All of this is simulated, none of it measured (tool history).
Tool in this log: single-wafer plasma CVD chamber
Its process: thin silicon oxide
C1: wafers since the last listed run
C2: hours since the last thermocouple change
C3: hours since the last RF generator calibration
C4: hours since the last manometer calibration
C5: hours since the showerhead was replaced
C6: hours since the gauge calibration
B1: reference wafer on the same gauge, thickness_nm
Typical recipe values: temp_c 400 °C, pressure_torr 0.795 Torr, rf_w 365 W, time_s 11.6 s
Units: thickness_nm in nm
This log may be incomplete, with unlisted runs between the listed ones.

{"run": 1, "day": 0.0, "temp_c": 400, "pressure_torr": 0.671, "rf_w": 365, "time_s": 11.6, "C1": 0, "C2": 954.5, "C3": 2313.1, "C4": 2887.5, "C5": 6235.7, "C6": 80.9, "B1": 25.783, "thickness_nm": 19.076}
{"run": 2, "day": 0.567, "temp_c": 400, "pressure_torr": 0.671, "rf_w": 365, "time_s": 11.6, "C1": 262, "C2": 968.1, "C3": 2326.7, "C4": 2901.1, "C5": 6249.3, "C6": 94.5, "B1": 25.802, "thickness_nm": 19.139}
{"run": 3, "day": 0.912, "temp_c": 400, "pressure_torr": 0.795, "rf_w": 365, "time_s": 13.1, "C1": 159, "C2": 976.4, "C3": 2335.0, "C4": 2909.4, "C5": 6257.6, "C6": 102.8, "B1": 25.775, "thickness_nm": 24.611}
{"run": 4, "day": 1.429, "temp_c": 400, "pressure_torr": 0.795, "rf_w": 365, "time_s": 13.1, "C1": 238, "C2": 988.8, "C3": 2347.4, "C4": 2921.8, "C5": 6270.0, "C6": 115.2, "B1": 25.705, "thickness_nm": 24.59}
{"day": 1.767, "done": "capacitance manometer re-zeroed and calibrated"}
{"run": 5, "day": 2.088, "temp_c": 400, "pressure_torr": 0.741, "rf_w": 365, "time_s": 11.6, "C1": 150, "C2": 1004.6, "C3": 2363.2, "C4": 7.7, "C5": 6285.8, "C6": 131.0, "B1": 25.818, "thickness_nm": 20.748}
{"day": 2.567, "done": "RF generator calibrated"}
{"run": 6, "day": 2.588, "temp_c": 400, "pressure_torr": 0.741, "rf_w": 365, "time_s": 11.6, "C1": 77, "C2": 1016.6, "C3": 0.5, "C4": 19.7, "C5": 6297.8, "C6": 143.0, "B1": 25.773, "thickness_nm": 20.888}
{"run": 7, "day": 3.254, "temp_c": 400, "pressure_torr": 0.68, "rf_w": 365, "time_s": 11.6, "C1": 308, "C2": 1032.6, "C3": 16.5, "C4": 35.7, "C5": 6313.8, "C6": 159.0, "B1": 25.818, "thickness_nm": 19.334}
{"run": 8, "day": 3.575, "temp_c": 400, "pressure_torr": 0.795, "rf_w": 365, "time_s": 11.6, "C1": 148, "C2": 1040.3, "C3": 24.2, "C4": 43.4, "C5": 6321.5, "C6": 166.7, "B1": 25.858, "thickness_nm": 22.063}
{"run": 9, "day": 3.85, "temp_c": 400, "pressure_torr": 0.795, "rf_w": 365, "time_s": 10.0, "C1": 127, "C2": 1046.9, "C3": 30.8, "C4": 50.0, "C5": 6328.1, "C6": 173.3, "B1": 25.733, "thickness_nm": 18.992}
{"run": 10, "day": 4.25, "temp_c": 400, "pressure_torr": 0.653, "rf_w": 295, "time_s": 13.7, "C1": 184, "C2": 1056.5, "C3": 40.4, "C4": 59.6, "C5": 6337.7, "C6": 182.9, "B1": 25.778, "thickness_nm": 20.583}
{"run": 11, "day": 4.838, "temp_c": 400, "pressure_torr": 0.632, "rf_w": 315, "time_s": 10.7, "C1": 271, "C2": 1070.6, "C3": 54.5, "C4": 73.7, "C5": 6351.8, "C6": 197.0, "B1": 25.755, "thickness_nm": 15.872}
{"run": 12, "day": 5.208, "temp_c": 400, "pressure_torr": 0.795, "rf_w": 365, "time_s": 13.1, "C1": 171, "C2": 1079.5, "C3": 63.4, "C4": 82.6, "C5": 6360.7, "C6": 205.9, "B1": 25.802, "thickness_nm": 24.811}
{"day": 5.658, "done": "thermocouple changed; heater temperature recalibrated"}
{"run": 13, "day": 5.862, "temp_c": 414, "pressure_torr": 0.795, "rf_w": 365, "time_s": 11.6, "C1": 148, "C2": 4.9, "C3": 79.1, "C4": 98.3, "C5": 6376.4, "C6": 221.6, "B1": 25.802, "thickness_nm": 21.942}
{"day": 6.325, "done": "showerhead replaced"}
{"run": 14, "day": 6.346, "temp_c": 400, "pressure_torr": 0.795, "rf_w": 365, "time_s": 11.6, "C1": 69, "C2": 16.5, "C3": 90.7, "C4": 109.9, "C5": 0.5, "C6": 233.2, "B1": 25.813, "thickness_nm": 21.876}
{"run": 15, "day": 6.733, "temp_c": 400, "pressure_torr": 0.795, "rf_w": 390, "time_s": 13.4, "C1": 179, "C2": 25.8, "C3": 100.0, "C4": 119.2, "C5": 9.8, "C6": 242.5, "B1": 25.763, "thickness_nm": 25.958}
{"run": 16, "day": 7.042, "temp_c": 400, "pressure_torr": 0.986, "rf_w": 415, "time_s": 11.6, "C1": 142, "C2": 33.2, "C3": 107.4, "C4": 126.6, "C5": 17.2, "C6": 249.9, "B1": 25.749, "thickness_nm": 26.566}
{"run": 17, "day": 7.7, "temp_c": 396, "pressure_torr": 0.795, "rf_w": 365, "time_s": 9.8, "C1": 304, "C2": 49.0, "C3": 123.2, "C4": 142.4, "C5": 33.0, "C6": 265.7, "B1": 25.728, "thickness_nm": 18.816}
{"run": 18, "day": 8.354, "temp_c": 400, "pressure_torr": 0.795, "rf_w": 365, "time_s": 13.8, "C1": 302, "C2": 64.7, "C3": 138.9, "C4": 158.1, "C5": 48.7, "C6": 281.4, "B1": 25.82, "thickness_nm": 26.191}
{"run": 19, "day": 8.629, "temp_c": 406, "pressure_torr": 0.863, "rf_w": 365, "time_s": 11.6, "C1": 127, "C2": 71.3, "C3": 145.5, "C4": 164.7, "C5": 55.3, "C6": 288.0, "B1": 25.811, "thickness_nm": 23.205}
{"day": 8.762, "done": "gauge calibrated"}
{"run": 20, "day": 9.083, "temp_c": 412, "pressure_torr": 0.795, "rf_w": 395, "time_s": 11.6, "C1": 210, "C2": 82.2, "C3": 156.4, "C4": 175.6, "C5": 66.2, "C6": 7.7, "B1": 25.809, "thickness_nm": 22.362}
{"run": 21, "day": 9.788, "temp_c": 400, "pressure_torr": 0.795, "rf_w": 365, "time_s": 11.6, "C1": 325, "C2": 99.1, "C3": 173.3, "C4": 192.5, "C5": 83.1, "C6": 24.6, "B1": 25.811, "thickness_nm": 21.778}

The next listed run, before its measurement:
{"run": 22, "day": 10.258, "temp_c": 400, "pressure_torr": 0.795, "rf_w": 365, "time_s": 11.6, "C1": 217, "C2": 110.4, "C3": 184.6, "C4": 203.8, "C5": 94.4, "C6": 35.9, "B1": "?", "thickness_nm": "?"}

{"run 22": {"B1": 25.8, "thickness_nm": 22.119}}
Had the tool carried no hidden state, the very same run would have given thickness_nm 22.119 nm.

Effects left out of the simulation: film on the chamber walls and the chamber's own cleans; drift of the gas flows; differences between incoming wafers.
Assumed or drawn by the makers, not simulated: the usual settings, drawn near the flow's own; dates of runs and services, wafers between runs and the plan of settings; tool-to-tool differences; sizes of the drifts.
